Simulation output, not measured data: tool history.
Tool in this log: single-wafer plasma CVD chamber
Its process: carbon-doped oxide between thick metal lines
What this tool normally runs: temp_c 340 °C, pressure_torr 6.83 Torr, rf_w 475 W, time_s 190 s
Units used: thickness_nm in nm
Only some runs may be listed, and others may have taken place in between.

run,hour,temp_c,pressure_torr,rf_w,time_s,"read-back reference wafer on the same gauge, thickness_nm",thickness_nm
1,0,340,6.83,475,190,1226.808,1055.654
# hour 43.1: gauge calibrated
2,52.9,340,6.83,475,190,1229.882,1062.469
3,82.1,340,6.83,475,190,1230.366,1051.533
4,123,340,6.83,475,190,1231.929,1056.083
5,150.7,340,6.83,475,190,1228.979,1060.951
6,194.4,340,6.83,475,190,1231.206,1060.118
7,246.6,340,6.83,475,190,1229.134,1062.104
8,294.3,340,6.83,475,190,1231.083,1055.029
# hour 313.5: showerhead replaced
9,358.3,335,7.29,415,200,1229.413,1054.887
10,416.8,333,6.2,560,153,1231.931,927.15
11,488.4,340,5.61,475,190,1231.995,1048.499
12,513.2,340,6.83,475,190,1230.997,1056.114
13,553.6,354,7.63,540,228,1230.053,1305.91
14,605.5,340,7.7,475,190,1228.594,1074.806
15,648.1,340,6.83,475,190,1228.845,1059.033
16,678.1,340,6.83,475,190,1229.599,1054.775
17,709.3,344,6.83,475,218,1228.574,1200.27
# hour 717.4: thermocouple changed; heater temperature recalibrated
18,761.8,348,6.83,475,190,1230.715,1039.481
19,812.4,340,6.83,475,190,1230.477,1064.533
20,876.6,352,7.88,475,227,1231.811,1240.622
21,904.7,340,6.83,475,190,1226.292,1054.837
22,967,333,7.79,535,227,1228.806,1386.894
23,997.6,354,6.83,415,211,1229.882,1074.551
24,1039.2,340,6.83,475,190,1230.019,1067.384
25,1068.2,354,5.47,475,157,1230.258,818.27
26,1134,335,6.83,475,179,1230.32,1015.299
27,1193.9,340,7.9,435,190,1227.624,1028.191
28,1229.3,340,6.83,475,190,1230.308,1063.938

Consider 4 possible next runs. They are alternatives, not a sequence: every one starts from the tool as it was left by run 28. What does each give?
A,1229.8,340,6.83,475,190,?,?
B,1229.8,345,6.83,475,190,?,?
C,1229.8,330,6.31,475,169,?,?
D,1229.8,351,8.04,510,190,?,?

run,"read-back reference wafer on the same gauge, thickness_nm",thickness_nm
A,1226.182,1055.215
B,1226.182,1041.408
C,1226.182,959.392
D,1226.182,1071.767
With the hidden condition removed and each run's random variation left untouched, the same runs would have given:
run,thickness_nm
A,1055.215
B,1041.408
C,959.392
D,1071.767
